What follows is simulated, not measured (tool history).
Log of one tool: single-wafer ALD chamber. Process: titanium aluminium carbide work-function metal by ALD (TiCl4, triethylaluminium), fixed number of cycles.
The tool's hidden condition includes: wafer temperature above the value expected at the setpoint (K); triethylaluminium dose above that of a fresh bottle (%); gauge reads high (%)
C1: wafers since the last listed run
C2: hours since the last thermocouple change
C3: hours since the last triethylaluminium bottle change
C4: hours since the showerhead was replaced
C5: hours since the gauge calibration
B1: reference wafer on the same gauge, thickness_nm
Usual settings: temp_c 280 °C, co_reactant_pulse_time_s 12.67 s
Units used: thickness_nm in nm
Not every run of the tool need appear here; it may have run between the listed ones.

{"run": 1, "hour": 0.0, "temp_c": 280, "co_reactant_pulse_time_s": 12.67, "C1": 0, "C2": 734.9, "C3": 8.1, "C4": 5242.2, "C5": 335, "B1": 2.153, "thickness_nm": 1.851}
{"run": 2, "hour": 9.6, "temp_c": 280, "co_reactant_pulse_time_s": 12.67, "C1": 58, "C2": 744.5, "C3": 17.7, "C4": 5251.8, "C5": 344.6, "B1": 2.151, "thickness_nm": 1.854}
{"run": 3, "hour": 23.4, "temp_c": 280, "co_reactant_pulse_time_s": 12.67, "C1": 84, "C2": 758.3, "C3": 31.5, "C4": 5265.6, "C5": 358.4, "B1": 2.153, "thickness_nm": 1.842}
{"run": 4, "hour": 37.1, "temp_c": 280, "co_reactant_pulse_time_s": 10.64, "C1": 83, "C2": 772, "C3": 45.2, "C4": 5279.3, "C5": 372.1, "B1": 2.147, "thickness_nm": 1.82}
{"run": 5, "hour": 49.5, "temp_c": 280, "co_reactant_pulse_time_s": 12.67, "C1": 75, "C2": 784.4, "C3": 57.6, "C4": 5291.7, "C5": 384.5, "B1": 2.149, "thickness_nm": 1.835}
{"run": 6, "hour": 56.1, "temp_c": 280, "co_reactant_pulse_time_s": 12.67, "C1": 40, "C2": 791, "C3": 64.2, "C4": 5298.3, "C5": 391.1, "B1": 2.151, "thickness_nm": 1.845}
{"hour": 74.7, "done": "showerhead replaced"}
{"run": 7, "hour": 75.2, "temp_c": 280, "co_reactant_pulse_time_s": 12.67, "C1": 67, "C2": 810.1, "C3": 83.3, "C4": 0.5, "C5": 410.2, "B1": 2.151, "thickness_nm": 1.838}
{"run": 8, "hour": 88.1, "temp_c": 280, "co_reactant_pulse_time_s": 12.67, "C1": 78, "C2": 823, "C3": 96.2, "C4": 13.4, "C5": 423.1, "B1": 2.152, "thickness_nm": 1.846}
{"run": 9, "hour": 102.6, "temp_c": 268, "co_reactant_pulse_time_s": 10.76, "C1": 88, "C2": 837.5, "C3": 110.7, "C4": 27.9, "C5": 437.6, "B1": 2.149, "thickness_nm": 1.71}
{"run": 10, "hour": 118.2, "temp_c": 269, "co_reactant_pulse_time_s": 17.28, "C1": 94, "C2": 853.1, "C3": 126.3, "C4": 43.5, "C5": 453.2, "B1": 2.147, "thickness_nm": 1.765}
{"hour": 127.3, "done": "gauge calibrated"}
{"run": 11, "hour": 133.0, "temp_c": 267, "co_reactant_pulse_time_s": 8.59, "C1": 90, "C2": 867.9, "C3": 141.1, "C4": 58.3, "C5": 5.7, "B1": 2.152, "thickness_nm": 1.635}
{"run": 12, "hour": 139.1, "temp_c": 286, "co_reactant_pulse_time_s": 16.33, "C1": 37, "C2": 874, "C3": 147.2, "C4": 64.4, "C5": 11.8, "B1": 2.151, "thickness_nm": 1.922}
{"run": 13, "hour": 146.0, "temp_c": 285, "co_reactant_pulse_time_s": 11.25, "C1": 42, "C2": 880.9, "C3": 154.1, "C4": 71.3, "C5": 18.7, "B1": 2.149, "thickness_nm": 1.887}
{"run": 14, "hour": 163.8, "temp_c": 267, "co_reactant_pulse_time_s": 16.77, "C1": 108, "C2": 898.7, "C3": 171.9, "C4": 89.1, "C5": 36.5, "B1": 2.15, "thickness_nm": 1.737}
{"run": 15, "hour": 180.2, "temp_c": 280, "co_reactant_pulse_time_s": 10.11, "C1": 99, "C2": 915.1, "C3": 188.3, "C4": 105.5, "C5": 52.9, "B1": 2.15, "thickness_nm": 1.808}
{"run": 16, "hour": 188.3, "temp_c": 268, "co_reactant_pulse_time_s": 11.05, "C1": 49, "C2": 923.2, "C3": 196.4, "C4": 113.6, "C5": 61, "B1": 2.152, "thickness_nm": 1.711}
{"run": 17, "hour": 205.4, "temp_c": 268, "co_reactant_pulse_time_s": 10.76, "C1": 104, "C2": 940.3, "C3": 213.5, "C4": 130.7, "C5": 78.1, "B1": 2.151, "thickness_nm": 1.702}
{"run": 18, "hour": 212.6, "temp_c": 280, "co_reactant_pulse_time_s": 12.67, "C1": 43, "C2": 947.5, "C3": 220.7, "C4": 137.9, "C5": 85.3, "B1": 2.152, "thickness_nm": 1.845}
{"run": 19, "hour": 224.3, "temp_c": 293, "co_reactant_pulse_time_s": 9.52, "C1": 71, "C2": 959.2, "C3": 232.4, "C4": 149.6, "C5": 97, "B1": 2.149, "thickness_nm": 1.913}
{"run": 20, "hour": 232.3, "temp_c": 291, "co_reactant_pulse_time_s": 11.11, "C1": 48, "C2": 967.2, "C3": 240.4, "C4": 157.6, "C5": 105, "B1": 2.151, "thickness_nm": 1.927}
{"run": 21, "hour": 243.9, "temp_c": 274, "co_reactant_pulse_time_s": 10.81, "C1": 70, "C2": 978.8, "C3": 252, "C4": 169.2, "C5": 116.6, "B1": 2.148, "thickness_nm": 1.765}
{"hour": 257.1, "done": "thermocouple changed; heater temperature recalibrated"}
{"run": 22, "hour": 258.4, "temp_c": 280, "co_reactant_pulse_time_s": 12.67, "C1": 39, "C2": 1.3, "C3": 266.5, "C4": 183.7, "C5": 131.1, "B1": 2.15, "thickness_nm": 1.841}
{"run": 23, "hour": 269.3, "temp_c": 280, "co_reactant_pulse_time_s": 12.67, "C1": 66, "C2": 12.2, "C3": 277.4, "C4": 194.6, "C5": 142, "B1": 2.149, "thickness_nm": 1.846}
{"run": 24, "hour": 286.5, "temp_c": 280, "co_reactant_pulse_time_s": 12.67, "C1": 104, "C2": 29.4, "C3": 294.6, "C4": 211.8, "C5": 159.2, "B1": 2.149, "thickness_nm": 1.845}
{"run": 25, "hour": 301.4, "temp_c": 280, "co_reactant_pulse_time_s": 14.04, "C1": 90, "C2": 44.3, "C3": 309.5, "C4": 226.7, "C5": 174.1, "B1": 2.149, "thickness_nm": 1.849}
{"run": 26, "hour": 314.0, "temp_c": 293, "co_reactant_pulse_time_s": 9.99, "C1": 76, "C2": 56.9, "C3": 322.1, "C4": 239.3, "C5": 186.7, "B1": 2.154, "thickness_nm": 1.917}
{"run": 27, "hour": 325.4, "temp_c": 273, "co_reactant_pulse_time_s": 12.67, "C1": 69, "C2": 68.3, "C3": 333.5, "C4": 250.7, "C5": 198.1, "B1": 2.151, "thickness_nm": 1.775}
{"run": 28, "hour": 339.3, "temp_c": 280, "co_reactant_pulse_time_s": 12.67, "C1": 84, "C2": 82.2, "C3": 347.4, "C4": 264.6, "C5": 212, "B1": 2.149, "thickness_nm": 1.838}
{"run": 29, "hour": 356.6, "temp_c": 280, "co_reactant_pulse_time_s": 12.67, "C1": 105, "C2": 99.5, "C3": 364.7, "C4": 281.9, "C5": 229.3, "B1": 2.149, "thickness_nm": 1.84}
{"run": 30, "hour": 372.1, "temp_c": 295, "co_reactant_pulse_time_s": 14.51, "C1": 94, "C2": 115, "C3": 380.2, "C4": 297.4, "C5": 244.8, "B1": 2.15, "thickness_nm": 2}
{"run": 31, "hour": 389.2, "temp_c": 273, "co_reactant_pulse_time_s": 9.18, "C1": 104, "C2": 132.1, "C3": 397.3, "C4": 314.5, "C5": 261.9, "B1": 2.148, "thickness_nm": 1.701}
{"run": 32, "hour": 396.3, "temp_c": 286, "co_reactant_pulse_time_s": 12.67, "C1": 43, "C2": 139.2, "C3": 404.4, "C4": 321.6, "C5": 269, "B1": 2.15, "thickness_nm": 1.896}

Predict each of these 5 candidate next runs independently; none follows another, all start after run 32:
{"run": "A", "hour": 396.7, "temp_c": 280, "co_reactant_pulse_time_s": 17.46, "C1": 2, "C2": 139.6, "C3": 404.8, "C4": 322, "C5": 269.4, "B1": "?", "thickness_nm": "?"}
{"run": "B", "hour": 396.7, "temp_c": 267, "co_reactant_pulse_time_s": 12.67, "C1": 2, "C2": 139.6, "C3": 404.8, "C4": 322, "C5": 269.4, "B1": "?", "thickness_nm": "?"}
{"run": "C", "hour": 396.7, "temp_c": 273, "co_reactant_pulse_time_s": 8.57, "C1": 2, "C2": 139.6, "C3": 404.8, "C4": 322, "C5": 269.4, "B1": "?", "thickness_nm": "?"}
{"run": "D", "hour": 396.7, "temp_c": 285, "co_reactant_pulse_time_s": 16.26, "C1": 2, "C2": 139.6, "C3": 404.8, "C4": 322, "C5": 269.4, "B1": "?", "thickness_nm": "?"}
{"run": "E", "hour": 396.7, "temp_c": 290, "co_reactant_pulse_time_s": 12.67, "C1": 2, "C2": 139.6, "C3": 404.8, "C4": 322, "C5": 269.4, "B1": "?", "thickness_nm": "?"}

run=A B1=2.149 thickness_nm=1.871
run=B B1=2.149 thickness_nm=1.718
run=C B1=2.149 thickness_nm=1.686
run=D B1=2.149 thickness_nm=1.917
run=E B1=2.149 thickness_nm=1.943
What these runs would have given with no unlogged condition in the tool:
run=A thickness_nm=1.874
run=B thickness_nm=1.727
run=C thickness_nm=1.711
run=D thickness_nm=1.921
run=E thickness_nm=1.953
